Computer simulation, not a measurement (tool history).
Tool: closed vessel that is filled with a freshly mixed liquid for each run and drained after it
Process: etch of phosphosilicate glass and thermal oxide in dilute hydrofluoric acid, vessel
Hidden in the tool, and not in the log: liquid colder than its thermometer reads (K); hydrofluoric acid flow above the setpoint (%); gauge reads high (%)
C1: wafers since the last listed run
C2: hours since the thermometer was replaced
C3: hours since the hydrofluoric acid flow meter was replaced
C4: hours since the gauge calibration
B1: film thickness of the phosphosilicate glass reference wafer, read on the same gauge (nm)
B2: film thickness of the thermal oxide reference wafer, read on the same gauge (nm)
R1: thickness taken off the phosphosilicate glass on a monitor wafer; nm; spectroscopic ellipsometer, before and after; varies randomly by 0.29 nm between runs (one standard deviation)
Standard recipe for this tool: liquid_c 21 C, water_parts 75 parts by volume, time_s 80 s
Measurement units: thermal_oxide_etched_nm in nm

Run 1, hour 0: usual settings; C1 0; C2 834.3; C3 14.6; C4 232.9; B1 29.6; B2 29.617. Result: R1 59.65 nm, thermal_oxide_etched_nm 4.913 nm.
At hour 12.8: thermometer replaced.
Run 2, hour 63.1: usual settings; C1 9225; C2 50.3; C3 77.7; C4 296; B1 29.51; B2 29.511. Result: R1 59.39 nm, thermal_oxide_etched_nm 4.903 nm.
Run 3, hour 88.3: usual settings; C1 3743; C2 75.5; C3 102.9; C4 321.2; B1 29.49; B2 29.463. Result: R1 59.16 nm, thermal_oxide_etched_nm 4.864 nm.
Run 4, hour 128.1: usual settings but liquid_c 24 C, water_parts 100 parts by volume; C1 5912; C2 115.3; C3 142.7; C4 361; B1 29.43; B2 29.434. Result: R1 48.96 nm, thermal_oxide_etched_nm 4.024 nm.
Run 5, hour 172.5: usual settings but water_parts 85 parts by volume; C1 6596; C2 159.7; C3 187.1; C4 405.4; B1 29.38; B2 29.401. Result: R1 51.72 nm, thermal_oxide_etched_nm 4.274 nm.
Run 6, hour 209.5: usual settings; C1 5496; C2 196.7; C3 224.1; C4 442.4; B1 29.36; B2 29.356. Result: R1 59.43 nm, thermal_oxide_etched_nm 4.819 nm.
Run 7, hour 251.2: usual settings but water_parts 100 parts by volume, time_s 125 s; C1 6194; C2 238.4; C3 265.8; C4 484.1; B1 29.33; B2 29.3. Result: R1 67.37 nm, thermal_oxide_etched_nm 5.582 nm.
Run 8, hour 309.4: usual settings but liquid_c 25 C, water_parts 100 parts by volume, time_s 100 s; C1 8646; C2 296.6; C3 324; C4 542.3; B1 29.28; B2 29.281. Result: R1 63.54 nm, thermal_oxide_etched_nm 5.239 nm.
Run 9, hour 361.7: usual settings but liquid_c 17 C, water_parts 85 parts by volume, time_s 45 s; C1 7769; C2 348.9; C3 376.3; C4 594.6; B1 29.22; B2 29.21. Result: R1 24.44 nm, thermal_oxide_etched_nm 2.021 nm.
Run 10, hour 397: usual settings but time_s 60 s; C1 5244; C2 384.2; C3 411.6; C4 629.9; B1 29.2; B2 29.206. Result: R1 44.25 nm, thermal_oxide_etched_nm 3.676 nm.
Run 11, hour 449.7: usual settings but liquid_c 18 C, water_parts 95 parts by volume; C1 7829; C2 436.9; C3 464.3; C4 682.6; B1 29.17; B2 29.16. Result: R1 40.12 nm, thermal_oxide_etched_nm 3.298 nm.
Run 12, hour 473.9: usual settings but liquid_c 24 C, time_s 125 s; C1 3595; C2 461.1; C3 488.5; C4 706.8; B1 29.16; B2 29.174. Result: R1 104.83 nm, thermal_oxide_etched_nm 8.535 nm.
Run 13, hour 504.3: usual settings but liquid_c 18.5 C, water_parts 55 parts by volume; C1 4516; C2 491.5; C3 518.9; C4 737.2; B1 29.15; B2 29.137. Result: R1 73.37 nm, thermal_oxide_etched_nm 6.131 nm.
Run 14, hour 553.8: usual settings; C1 7353; C2 541; C3 568.4; C4 786.7; B1 29.13; B2 29.115. Result: R1 58.84 nm, thermal_oxide_etched_nm 4.826 nm.
Run 15, hour 605: usual settings but water_parts 110 parts by volume; C1 7606; C2 592.2; C3 619.6; C4 837.9; B1 29.1; B2 29.092. Result: R1 38.47 nm, thermal_oxide_etched_nm 3.198 nm.
At hour 774.7: thermometer replaced.
Run 16, hour 813.1: usual settings but liquid_c 17 C, water_parts 100 parts by volume, time_s 30 s; C1 30766; C2 38.4; C3 827.7; C4 1046; B1 29.05; B2 29.016. Result: R1 13.45 nm, thermal_oxide_etched_nm 1.094 nm.
At hour 840.6: hydrofluoric acid flow meter replaced.
Run 17, hour 877.6: usual settings but water_parts 60 parts by volume; C1 9433; C2 102.9; C3 37; C4 1110.5; B1 29; B2 29.016. Result: R1 74.1 nm, thermal_oxide_etched_nm 6.081 nm.
Run 18, hour 908.1: usual settings but liquid_c 18 C, time_s 50 s; C1 4531; C2 133.4; C3 67.5; C4 1141; B1 28.98; B2 29.027. Result: R1 32.13 nm, thermal_oxide_etched_nm 2.62 nm.
Run 19, hour 955.2: usual settings but liquid_c 19 C, time_s 120 s; C1 6997; C2 180.5; C3 114.6; C4 1188.1; B1 28.99; B2 29.013. Result: R1 81.02 nm, thermal_oxide_etched_nm 6.658 nm.
Run 20, hour 1017.4: usual settings but liquid_c 19.5 C, time_s 35 s; C1 9240; C2 242.7; C3 176.8; C4 1250.3; B1 29; B2 28.987. Result: R1 23.85 nm, thermal_oxide_etched_nm 1.971 nm.
Run 21, hour 1086.6: usual settings; C1 10280; C2 311.9; C3 246; C4 1319.5; B1 28.96; B2 28.986. Result: R1 57.98 nm, thermal_oxide_etched_nm 4.868 nm.
At hour 1095.8: gauge calibrated.
Run 22, hour 1145.5: usual settings but water_parts 85 parts by volume, time_s 40 s; C1 8750; C2 370.8; C3 304.9; C4 49.7; B1 29.94; B2 29.95. Result: R1 26.16 nm, thermal_oxide_etched_nm 2.168 nm.
Run 23, hour 1182.5: usual settings; C1 5496; C2 407.8; C3 341.9; C4 86.7; B1 29.88; B2 29.868. Result: R1 60.8 nm, thermal_oxide_etched_nm 4.974 nm.
Run 24, hour 1215.6: usual settings but liquid_c 23 C; C1 4917; C2 440.9; C3 375; C4 119.8; B1 29.8; B2 29.819. Result: R1 65.32 nm, thermal_oxide_etched_nm 5.351 nm.

5 ways to go on from here, each from the tool as it stands after run 24. What would each give?
Run A, hour 1216.3: usual settings; C1 103; C2 441.6; C3 375.7; C4 120.5; B1 ?; B2 ?. Result: R1 ?, thermal_oxide_etched_nm ?.
Run B, hour 1216.3: usual settings but liquid_c 25.5 C, time_s 45 s; C1 103; C2 441.6; C3 375.7; C4 120.5; B1 ?; B2 ?. Result: R1 ?, thermal_oxide_etched_nm ?.
Run C, hour 1216.3: usual settings but liquid_c 18.5 C, water_parts 45 parts by volume, time_s 95 s; C1 103; C2 441.6; C3 375.7; C4 120.5; B1 ?; B2 ?. Result: R1 ?, thermal_oxide_etched_nm ?.
Run D, hour 1216.3: usual settings but water_parts 95 parts by volume, time_s 40 s; C1 103; C2 441.6; C3 375.7; C4 120.5; B1 ?; B2 ?. Result: R1 ?, thermal_oxide_etched_nm ?.
Run E, hour 1216.3: usual settings but liquid_c 26 C, water_parts 105 parts by volume, time_s 95 s; C1 103; C2 441.6; C3 375.7; C4 120.5; B1 ?; B2 ?. Result: R1 ?, thermal_oxide_etched_nm ?.

run     B1      B2      R1  thermal_oxide_etched_nm
  A  29.81  29.792   60.08                    4.985
  B  29.81  29.792   40.58                    3.367
  C  29.81  29.792  110.84                    9.197
  D  29.81  29.792   23.17                    1.922
  E  29.81  29.792   60.01                    4.979
Stripped of hidden state, with their random variation kept, the same runs would have yielded:
run      R1  thermal_oxide_etched_nm
  A   60.46                    5.017
  B   40.83                    3.388
  C  111.54                    9.255
  D   23.31                    1.934
  E   60.39                    5.011
